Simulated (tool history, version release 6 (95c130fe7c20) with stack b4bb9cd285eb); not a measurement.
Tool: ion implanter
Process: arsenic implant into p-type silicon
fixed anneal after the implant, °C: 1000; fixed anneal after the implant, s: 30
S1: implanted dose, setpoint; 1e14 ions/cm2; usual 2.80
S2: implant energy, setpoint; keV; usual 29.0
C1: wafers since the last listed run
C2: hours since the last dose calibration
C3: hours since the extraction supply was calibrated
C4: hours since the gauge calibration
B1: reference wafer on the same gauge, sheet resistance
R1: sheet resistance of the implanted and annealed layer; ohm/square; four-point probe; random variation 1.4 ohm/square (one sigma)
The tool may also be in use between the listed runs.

run     day    S1    S2    C1      C2      C3      C4      B1      R1
  1   0.000  3.42  29.0     0   795.3  3525.9   582.1  344.63  253.48
  2   2.475  3.42  29.0   742   854.7  3585.3   641.5  345.25  255.44
  3   4.296  3.42  29.0   546   898.4  3629.0   685.2  344.94  252.65
  4  10.688  2.80  21.5  1918  1051.8  3782.4   838.6  345.88  308.30
  5  13.454  2.18  29.0   830  1118.2  3848.8   905.0  344.72  357.53
  6  23.512  2.18  29.0  3019  1359.6  4090.2  1146.4  345.31  356.16
  7  27.058  2.18  29.0  1064  1444.7  4175.3  1231.5  344.81  358.24
  8  30.721  2.80  29.0  1099  1532.6  4263.2  1319.4  344.80  299.57
     33.392  -- Faraday cup replaced and dose calibrated
  9  33.775  2.80  29.0   816     9.2  4336.5  1392.7  344.61  304.78
 10  36.579  2.80  29.0   841    76.5  4403.8  1460.0  344.52  304.42
 11  38.450  2.80  29.0   561   121.4  4448.7  1504.9  345.01  301.82
     39.842  -- extraction supply calibrated
 12  40.146  2.80  29.0   408   162.1     7.3  1545.6  344.53  302.92
 13  42.579  2.80  29.0   730   220.5    65.7  1604.0  345.06  303.98
 14  45.167  2.80  29.0   776   282.6   127.8  1666.1  344.94  304.96
 15  47.621  2.22  33.5   736   341.5   186.7  1725.0  344.86  354.37
 16  51.058  2.37  23.0  1031   424.0   269.2  1807.5  344.76  356.96
 17  54.179  2.80  29.0   936   498.9   344.1  1882.4  344.68  305.84
     54.571  -- Faraday cup replaced and dose calibrated, repeated, since the last time left the tool worse
 18  58.212  2.40  29.0  1110    87.4   440.9  1979.2  345.56  325.14
     60.496  -- gauge calibrated
 19  61.988  2.18  29.0  1133   178.0   531.5    35.8  344.87  353.37
 20  64.571  1.97  35.0   775   240.0   593.5    97.8  344.73  368.82
 21  67.812  3.44  19.0   973   317.8   671.3   175.6  344.91  265.08
 22  69.975  1.99  37.5   649   369.7   723.2   227.5  345.19  366.05
 23  71.875  2.18  35.0   570   415.3   768.8   273.1  345.42  344.11
 24  75.354  3.54  20.0  1044   498.8   852.3   356.6  345.02  258.14

Run 25 comes next. What will it give?
 25  77.117  2.80  23.0  529  541.1  894.6  398.9   ?   ?

B1: 345.38
R1: 301.37 ohm/square
Without the tool's hidden state the same run would have given R1 298.62 ohm/square.
